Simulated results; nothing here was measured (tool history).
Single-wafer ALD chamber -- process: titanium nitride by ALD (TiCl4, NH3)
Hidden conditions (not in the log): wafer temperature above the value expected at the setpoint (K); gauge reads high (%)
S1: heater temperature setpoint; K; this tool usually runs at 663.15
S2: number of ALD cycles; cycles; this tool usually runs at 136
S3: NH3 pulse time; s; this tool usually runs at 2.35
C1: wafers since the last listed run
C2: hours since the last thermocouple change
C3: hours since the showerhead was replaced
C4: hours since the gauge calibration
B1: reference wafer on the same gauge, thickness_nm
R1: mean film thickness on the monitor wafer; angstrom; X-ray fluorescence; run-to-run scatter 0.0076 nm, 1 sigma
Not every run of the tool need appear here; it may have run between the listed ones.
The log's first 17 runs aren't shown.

run      day      S1   S2    S3   C1      C2      C3      C4     B1     R1
 18   71.738  663.15  136  2.35  223  1191.0  4732.6  2091.1  2.472  30.49
 19   73.817  663.15  136  2.35   56  1240.9  4782.5  2141.0  2.469  30.47
 20   78.275  663.15  136  2.35  121  1347.9  4889.5  2248.0  2.470  30.55
 21   82.038  663.15  136  1.80  102  1438.2  4979.8  2338.3  2.469  30.25
 22   91.292  650.15  125  2.35  252  1660.3  5201.9  2560.4  2.472  27.80
 23   92.896  663.15  136  3.03   43  1698.8  5240.4  2598.9  2.471  30.66
      97.538  -- showerhead replaced
 24   97.967  659.15  159  2.77  129  1820.5    10.3  2720.6  2.470  35.94
 25   99.762  663.15  136  2.35   48  1863.6    53.4  2763.7  2.469  30.39
     100.671  -- gauge calibrated
     102.371  -- thermocouple changed; heater temperature recalibrated
 26  103.517  674.15  136  2.67   93    27.5   143.5    68.3  2.470  30.96
 27  105.946  663.15  136  2.35   66    85.8   201.8   126.6  2.469  30.45
 28  109.646  663.15  136  2.35  100   174.6   290.6   215.4  2.469  30.56
 29  111.267  656.15  148  3.11   44   213.5   329.5   254.3  2.468  33.37
 30  112.917  663.15  115  2.35   44   253.1   369.1   293.9  2.473  25.78
 31  115.362  653.15  127  2.76   66   311.8   427.8   352.6  2.470  28.56
 32  117.946  663.15  136  1.57   70   373.8   489.8   414.6  2.471  30.01
 33  119.738  663.15  136  2.35   48   416.8   532.8   457.6  2.469  30.42
 34  121.929  663.15  136  2.35   59   469.4   585.4   510.2  2.467  30.38
 35  124.342  651.15  110  2.73   65   527.3   643.3   568.1  2.472  24.48
 36  130.462  663.15  118  2.35  166   674.2   790.2   715.0  2.472  26.51

Run 37 comes next. What will it give?
 37  133.271  663.15  136  1.59  76  741.6  857.6  782.4   ?   ?

{"run 37": {"B1": 2.472, "R1": 30.21}}
Were there no unlogged condition in the tool, this run, its random variation unchanged, would have produced R1 30.21 angstrom.
